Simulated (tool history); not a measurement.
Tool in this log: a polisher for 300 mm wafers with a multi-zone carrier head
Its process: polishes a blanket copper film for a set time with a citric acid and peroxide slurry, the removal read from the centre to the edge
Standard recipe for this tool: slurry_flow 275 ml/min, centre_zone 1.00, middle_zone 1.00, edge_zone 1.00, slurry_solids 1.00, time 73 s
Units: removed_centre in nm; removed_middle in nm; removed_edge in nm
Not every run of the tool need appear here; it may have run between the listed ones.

run	hour	slurry_flow	centre_zone	middle_zone	edge_zone	slurry_solids	time	incoming thickness of the incoming film, nm	removed_centre	removed_middle	removed_edge
1	0.0	275	1.00	1.00	1.00	1.00	73	1026.8	202.5	196.5	197.0
2	84.8	275	1.00	1.00	1.00	1.00	73	1007.4	203.9	203.1	199.1
# hour 120.6: worn pad replaced by a new one
3	130.2	275	1.00	1.00	1.00	1.00	73	1011.5	200.5	201.2	199.6
# hour 149.0: slurry nozzle cleaned
# hour 157.3: edge zone pressure recalibrated
4	227.2	275	1.00	1.03	1.00	1.00	73	999.8	206.1	204.4	197.1
# hour 314.8: worn pad replaced by a new one
5	331.2	275	1.00	1.00	1.00	1.00	73	1003.1	204.5	203.0	199.0
6	376.7	275	1.00	1.00	1.00	1.00	73	1021.9	198.7	201.9	196.9
7	443.2	275	1.00	1.00	1.00	1.00	73	1003.9	200.1	197.4	198.5
8	483.1	275	1.00	1.10	1.05	1.00	64	1011.8	176.1	183.4	175.5
# hour 486.1: edge zone pressure recalibrated
# hour 494.2: slurry nozzle cleaned
# hour 497.9: worn pad replaced by a new one
9	524.6	340	0.92	1.00	1.00	1.10	73	1021.6	196.2	205.6	206.9
# hour 604.9: centre zone pressure recalibrated
10	607.2	305	1.00	1.00	1.00	1.00	60	1014.3	163.8	167.2	165.5
# hour 644.9: carrier head's membrane replaced by a new one
# hour 705.3: worn pad replaced by a new one
11	713.2	275	1.00	0.95	1.00	1.20	47	999.1	131.1	126.1	131.8
12	778.1	305	1.00	1.00	1.00	1.00	60	1006.3	168.7	165.8	164.2
# hour 811.3: edge zone pressure recalibrated
# hour 835.4: slurry nozzle cleaned
13	852.4	275	1.00	1.00	1.00	1.00	59	1012.1	163.6	165.2	157.9
# hour 892.1: worn pad replaced by a new one
14	974.2	275	1.00	0.89	1.00	0.75	73	1013.5	191.1	170.0	185.3
15	1059.9	275	1.00	0.95	1.00	1.20	47	993.6	135.0	131.6	133.1

List, for all runs, the conditions of the tool that the log does not record:
removal rate lost through wear of the pad, %: 0 across all the runs
slurry flow missing at the pad, %: 0 across all the runs
deviation of the centre zone's pressure from its setpoint, %: 0 across all the runs
deviation of the edge zone's pressure from its setpoint, %: 0 across all the runs
